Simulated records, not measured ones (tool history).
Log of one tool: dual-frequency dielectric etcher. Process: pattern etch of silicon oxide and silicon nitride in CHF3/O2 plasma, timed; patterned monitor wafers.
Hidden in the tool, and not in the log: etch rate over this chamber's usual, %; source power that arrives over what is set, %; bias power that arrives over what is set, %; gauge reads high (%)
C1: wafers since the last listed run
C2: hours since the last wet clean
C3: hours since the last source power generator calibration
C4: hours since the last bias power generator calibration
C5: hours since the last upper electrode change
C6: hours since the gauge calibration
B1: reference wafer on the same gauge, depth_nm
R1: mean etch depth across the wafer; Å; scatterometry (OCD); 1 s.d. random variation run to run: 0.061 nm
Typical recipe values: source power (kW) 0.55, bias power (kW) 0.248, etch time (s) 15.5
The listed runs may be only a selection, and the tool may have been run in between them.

run 1 hour=0 | source_power_(kW)=0.55 bias_power_(kW)=0.248 etch_time_(s)=15.5 | C1=0 C2=291.5 C3=3873.6 C4=210 C5=331.8 C6=1042.4 | B1=20.09 | R1=256
run 2 hour=51.3 | source_power_(kW)=0.55 bias_power_(kW)=0.248 etch_time_(s)=15.5 | C1=765 C2=342.8 C3=3924.9 C4=261.3 C5=383.1 C6=1093.7 | B1=20.09 | R1=259.3
run 3 hour=100.9 | source_power_(kW)=0.55 bias_power_(kW)=0.248 etch_time_(s)=15.5 | C1=740 C2=392.4 C3=3974.5 C4=310.9 C5=432.7 C6=1143.3 | B1=20.1 | R1=259.5
run 4 hour=169.5 | source_power_(kW)=0.55 bias_power_(kW)=0.293 etch_time_(s)=13.5 | C1=1023 C2=461 C3=4043.1 C4=379.5 C5=501.3 C6=1211.9 | B1=20.1 | R1=237.8
run 5 hour=206.1 | source_power_(kW)=0.55 bias_power_(kW)=0.293 etch_time_(s)=13.5 | C1=546 C2=497.6 C3=4079.7 C4=416.1 C5=537.9 C6=1248.5 | B1=20.09 | R1=239.6
-- hour=248.7 wet clean of the chamber
-- hour=265.4 gauge calibrated
run 6 hour=272.1 | source_power_(kW)=0.55 bias_power_(kW)=0.221 etch_time_(s)=19 | C1=626 C2=23.4 C3=4145.7 C4=482.1 C5=603.9 C6=6.7 | B1=20.1 | R1=297.4
run 7 hour=339.8 | source_power_(kW)=0.43 bias_power_(kW)=0.208 etch_time_(s)=12 | C1=1010 C2=91.1 C3=4213.4 C4=549.8 C5=671.6 C6=74.4 | B1=20.1 | R1=166.6
run 8 hour=383.1 | source_power_(kW)=0.41 bias_power_(kW)=0.22 etch_time_(s)=12.5 | C1=646 C2=134.4 C3=4256.7 C4=593.1 C5=714.9 C6=117.7 | B1=20.11 | R1=173
run 9 hour=435.5 | source_power_(kW)=0.55 bias_power_(kW)=0.248 etch_time_(s)=15.5 | C1=781 C2=186.8 C3=4309.1 C4=645.5 C5=767.3 C6=170.1 | B1=20.12 | R1=254
run 10 hour=503.5 | source_power_(kW)=0.41 bias_power_(kW)=0.212 etch_time_(s)=13.5 | C1=1014 C2=254.8 C3=4377.1 C4=713.5 C5=835.3 C6=238.1 | B1=20.08 | R1=186.1
run 11 hour=527.9 | source_power_(kW)=0.62 bias_power_(kW)=0.248 etch_time_(s)=15.5 | C1=364 C2=279.2 C3=4401.5 C4=737.9 C5=859.7 C6=262.5 | B1=20.11 | R1=270.7
run 12 hour=555 | source_power_(kW)=0.55 bias_power_(kW)=0.283 etch_time_(s)=14 | C1=404 C2=306.3 C3=4428.6 C4=765 C5=886.8 C6=289.6 | B1=20.1 | R1=241.2
run 13 hour=584.4 | source_power_(kW)=0.69 bias_power_(kW)=0.248 etch_time_(s)=19 | C1=438 C2=335.7 C3=4458 C4=794.4 C5=916.2 C6=319 | B1=20.09 | R1=348.6
run 14 hour=633.5 | source_power_(kW)=0.55 bias_power_(kW)=0.248 etch_time_(s)=15.5 | C1=732 C2=384.8 C3=4507.1 C4=843.5 C5=965.3 C6=368.1 | B1=20.1 | R1=257.9
run 15 hour=675.5 | source_power_(kW)=0.65 bias_power_(kW)=0.296 etch_time_(s)=18.5 | C1=626 C2=426.8 C3=4549.1 C4=885.5 C5=1007.3 C6=410.1 | B1=20.12 | R1=350
-- hour=687.3 source power generator calibrated
run 16 hour=723.6 | source_power_(kW)=0.5 bias_power_(kW)=0.296 etch_time_(s)=11 | C1=657 C2=474.9 C3=36.3 C4=933.6 C5=1055.4 C6=458.2 | B1=20.1 | R1=186.6
run 17 hour=747.9 | source_power_(kW)=0.59 bias_power_(kW)=0.283 etch_time_(s)=12 | C1=362 C2=499.2 C3=60.6 C4=957.9 C5=1079.7 C6=482.5 | B1=20.09 | R1=216.1
-- hour=784 wet clean of the chamber
run 18 hour=784.5 | source_power_(kW)=0.55 bias_power_(kW)=0.248 etch_time_(s)=15.5 | C1=187 C2=0.5 C3=97.2 C4=994.5 C5=1116.3 C6=519.1 | B1=20.12 | R1=252.4
run 19 hour=846.2 | source_power_(kW)=0.67 bias_power_(kW)=0.248 etch_time_(s)=19 | C1=920 C2=62.2 C3=158.9 C4=1056.2 C5=1178 C6=580.8 | B1=20.09 | R1=337.4
run 20 hour=891.2 | source_power_(kW)=0.41 bias_power_(kW)=0.248 etch_time_(s)=15.5 | C1=671 C2=107.2 C3=203.9 C4=1101.2 C5=1223 C6=625.8 | B1=20.09 | R1=221
run 21 hour=929.9 | source_power_(kW)=0.68 bias_power_(kW)=0.279 etch_time_(s)=12.5 | C1=577 C2=145.9 C3=242.6 C4=1139.9 C5=1261.7 C6=664.5 | B1=20.12 | R1=234.1
run 22 hour=983.1 | source_power_(kW)=0.55 bias_power_(kW)=0.248 etch_time_(s)=15.5 | C1=793 C2=199.1 C3=295.8 C4=1193.1 C5=1314.9 C6=717.7 | B1=20.09 | R1=254.6
run 23 hour=1046.1 | source_power_(kW)=0.67 bias_power_(kW)=0.194 etch_time_(s)=18.5 | C1=939 C2=262.1 C3=358.8 C4=1256.1 C5=1377.9 C6=780.7 | B1=20.09 | R1=312.2
run 24 hour=1099.6 | source_power_(kW)=0.55 bias_power_(kW)=0.248 etch_time_(s)=15.5 | C1=798 C2=315.6 C3=412.3 C4=1309.6 C5=1431.4 C6=834.2 | B1=20.1 | R1=258.5
run 25 hour=1167.2 | source_power_(kW)=0.47 bias_power_(kW)=0.248 etch_time_(s)=15.5 | C1=1008 C2=383.2 C3=479.9 C4=1377.2 C5=1499 C6=901.8 | B1=20.1 | R1=242.1
run 26 hour=1219.9 | source_power_(kW)=0.49 bias_power_(kW)=0.248 etch_time_(s)=15.5 | C1=786 C2=435.9 C3=532.6 C4=1429.9 C5=1551.7 C6=954.5 | B1=20.11 | R1=247.1
-- hour=1278.2 wet clean of the chamber
run 27 hour=1280.9 | source_power_(kW)=0.44 bias_power_(kW)=0.285 etch_time_(s)=13.5 | C1=552 C2=2.7 C3=593.6 C4=1490.9 C5=1612.7 C6=1015.5 | B1=20.11 | R1=207.9
run 28 hour=1328.9 | source_power_(kW)=0.61 bias_power_(kW)=0.298 etch_time_(s)=11.5 | C1=716 C2=50.7 C3=641.6 C4=1538.9 C5=1660.7 C6=1063.5 | B1=20.11 | R1=209.2
run 29 hour=1386.2 | source_power_(kW)=0.47 bias_power_(kW)=0.186 etch_time_(s)=18 | C1=854 C2=108 C3=698.9 C4=1596.2 C5=1718 C6=1120.8 | B1=20.11 | R1=253.2

What if the next run were any one of these 5? Each begins from the tool's condition after run 29:
run A hour=1386.6 | source_power_(kW)=0.61 bias_power_(kW)=0.248 etch_time_(s)=15.5 | C1=5 C2=108.4 C3=699.3 C4=1596.6 C5=1718.4 C6=1121.2 | B1=? | R1=?
run B hour=1386.6 | source_power_(kW)=0.64 bias_power_(kW)=0.227 etch_time_(s)=19.5 | C1=5 C2=108.4 C3=699.3 C4=1596.6 C5=1718.4 C6=1121.2 | B1=? | R1=?
run C hour=1386.6 | source_power_(kW)=0.55 bias_power_(kW)=0.192 etch_time_(s)=13 | C1=5 C2=108.4 C3=699.3 C4=1596.6 C5=1718.4 C6=1121.2 | B1=? | R1=?
run D hour=1386.6 | source_power_(kW)=0.51 bias_power_(kW)=0.223 etch_time_(s)=15.5 | C1=5 C2=108.4 C3=699.3 C4=1596.6 C5=1718.4 C6=1121.2 | B1=? | R1=?
run E hour=1386.6 | source_power_(kW)=0.51 bias_power_(kW)=0.289 etch_time_(s)=12 | C1=5 C2=108.4 C3=699.3 C4=1596.6 C5=1718.4 C6=1121.2 | B1=? | R1=?

run=A B1=20.1 R1=267.3
run=B B1=20.1 R1=334.9
run=C B1=20.1 R1=199.4
run=D B1=20.1 R1=239.3
run=E B1=20.1 R1=199.9
With the hidden condition removed and each run's random variation left untouched, the same runs would have given:
run=A R1=262.2
run=B R1=328.6
run=C R1=195.6
run=D R1=234.7
run=E R1=196
